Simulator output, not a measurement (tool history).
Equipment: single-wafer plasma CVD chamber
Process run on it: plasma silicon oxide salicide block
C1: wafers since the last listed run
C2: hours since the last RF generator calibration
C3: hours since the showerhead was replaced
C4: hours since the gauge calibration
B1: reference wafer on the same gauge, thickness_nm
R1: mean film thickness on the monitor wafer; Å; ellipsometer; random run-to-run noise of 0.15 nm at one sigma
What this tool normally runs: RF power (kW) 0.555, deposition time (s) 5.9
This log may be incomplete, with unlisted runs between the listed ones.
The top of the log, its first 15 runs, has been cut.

{"run": 16, "hour": 447.9, "RF power (kW)": 0.555, "deposition time (s)": 5.9, "C1": 755, "C2": 2478.3, "C3": 94.2, "C4": 457, "B1": 54.751, "R1": 567.44}
{"run": 17, "hour": 466.4, "RF power (kW)": 0.62, "deposition time (s)": 5.9, "C1": 405, "C2": 2496.8, "C3": 112.7, "C4": 475.5, "B1": 54.844, "R1": 587.86}
{"run": 18, "hour": 493.3, "RF power (kW)": 0.62, "deposition time (s)": 5.9, "C1": 589, "C2": 2523.7, "C3": 139.6, "C4": 502.4, "B1": 54.824, "R1": 590.87}
{"hour": 553.5, "done": "RF generator calibrated"}
{"run": 19, "hour": 594.8, "RF power (kW)": 0.62, "deposition time (s)": 5.9, "C1": 2047, "C2": 41.3, "C3": 241.1, "C4": 603.9, "B1": 54.819, "R1": 602.5}
{"run": 20, "hour": 628.8, "RF power (kW)": 0.585, "deposition time (s)": 6.68, "C1": 744, "C2": 75.3, "C3": 275.1, "C4": 637.9, "B1": 54.771, "R1": 667.79}
{"run": 21, "hour": 664.7, "RF power (kW)": 0.555, "deposition time (s)": 5.9, "C1": 786, "C2": 111.2, "C3": 311, "C4": 673.8, "B1": 54.787, "R1": 583.71}
{"run": 22, "hour": 681.5, "RF power (kW)": 0.595, "deposition time (s)": 6.5, "C1": 367, "C2": 128, "C3": 327.8, "C4": 690.6, "B1": 54.831, "R1": 657.79}
{"run": 23, "hour": 696.8, "RF power (kW)": 0.555, "deposition time (s)": 5.9, "C1": 335, "C2": 143.3, "C3": 343.1, "C4": 705.9, "B1": 54.708, "R1": 583.18}
{"run": 24, "hour": 723.1, "RF power (kW)": 0.46, "deposition time (s)": 5.2, "C1": 575, "C2": 169.6, "C3": 369.4, "C4": 732.2, "B1": 54.855, "R1": 483.89}
{"run": 25, "hour": 737.3, "RF power (kW)": 0.555, "deposition time (s)": 5.9, "C1": 310, "C2": 183.8, "C3": 383.6, "C4": 746.4, "B1": 54.816, "R1": 582.35}
{"run": 26, "hour": 759.7, "RF power (kW)": 0.485, "deposition time (s)": 6.3, "C1": 490, "C2": 206.2, "C3": 406, "C4": 768.8, "B1": 54.804, "R1": 595.88}
{"run": 27, "hour": 790.6, "RF power (kW)": 0.555, "deposition time (s)": 5.22, "C1": 676, "C2": 237.1, "C3": 436.9, "C4": 799.7, "B1": 54.804, "R1": 514.05}
{"run": 28, "hour": 809.4, "RF power (kW)": 0.47, "deposition time (s)": 5.3, "C1": 411, "C2": 255.9, "C3": 455.7, "C4": 818.5, "B1": 54.801, "R1": 494.47}
{"hour": 816.2, "done": "gauge calibrated"}
{"run": 29, "hour": 828.5, "RF power (kW)": 0.6, "deposition time (s)": 5.41, "C1": 418, "C2": 275, "C3": 474.8, "C4": 12.3, "B1": 54.73, "R1": 548.27}
{"run": 30, "hour": 898.0, "RF power (kW)": 0.555, "deposition time (s)": 6.33, "C1": 1521, "C2": 344.5, "C3": 544.3, "C4": 81.8, "B1": 54.727, "R1": 623.93}
{"run": 31, "hour": 917.7, "RF power (kW)": 0.555, "deposition time (s)": 5.9, "C1": 431, "C2": 364.2, "C3": 564, "C4": 101.5, "B1": 54.819, "R1": 581.01}
{"run": 32, "hour": 936.2, "RF power (kW)": 0.605, "deposition time (s)": 5.01, "C1": 405, "C2": 382.7, "C3": 582.5, "C4": 120, "B1": 54.75, "R1": 507.82}
{"run": 33, "hour": 950.4, "RF power (kW)": 0.555, "deposition time (s)": 5.9, "C1": 310, "C2": 396.9, "C3": 596.7, "C4": 134.2, "B1": 54.83, "R1": 580.34}
{"run": 34, "hour": 981.2, "RF power (kW)": 0.555, "deposition time (s)": 5.9, "C1": 674, "C2": 427.7, "C3": 627.5, "C4": 165, "B1": 54.822, "R1": 581.83}
{"run": 35, "hour": 1039.5, "RF power (kW)": 0.555, "deposition time (s)": 6.44, "C1": 1276, "C2": 486, "C3": 685.8, "C4": 223.3, "B1": 54.778, "R1": 631.08}
{"run": 36, "hour": 1068.9, "RF power (kW)": 0.555, "deposition time (s)": 5.9, "C1": 643, "C2": 515.4, "C3": 715.2, "C4": 252.7, "B1": 54.865, "R1": 582.86}
{"run": 37, "hour": 1090.1, "RF power (kW)": 0.665, "deposition time (s)": 6.59, "C1": 464, "C2": 536.6, "C3": 736.4, "C4": 273.9, "B1": 54.842, "R1": 690.75}
{"run": 38, "hour": 1112.3, "RF power (kW)": 0.605, "deposition time (s)": 5.9, "C1": 486, "C2": 558.8, "C3": 758.6, "C4": 296.1, "B1": 54.759, "R1": 599.24}
{"run": 39, "hour": 1143.8, "RF power (kW)": 0.555, "deposition time (s)": 6.44, "C1": 689, "C2": 590.3, "C3": 790.1, "C4": 327.6, "B1": 54.789, "R1": 634.97}

Forecast each of these 3 alternatives for the next run:
{"run": "A", "hour": 1144.2, "RF power (kW)": 0.555, "deposition time (s)": 5.9, "C1": 8, "C2": 590.7, "C3": 790.5, "C4": 328, "B1": "?", "R1": "?"}
{"run": "B", "hour": 1144.2, "RF power (kW)": 0.505, "deposition time (s)": 5.9, "C1": 8, "C2": 590.7, "C3": 790.5, "C4": 328, "B1": "?", "R1": "?"}
{"run": "C", "hour": 1144.2, "RF power (kW)": 0.555, "deposition time (s)": 4.82, "C1": 8, "C2": 590.7, "C3": 790.5, "C4": 328, "B1": "?", "R1": "?"}

run=A B1=54.8 R1=579.18
run=B B1=54.8 R1=561.19
run=C B1=54.8 R1=473.16
What these runs would have given with no unlogged condition in the tool:
run=A R1=582.84
run=B R1=564.74
run=C R1=476.15
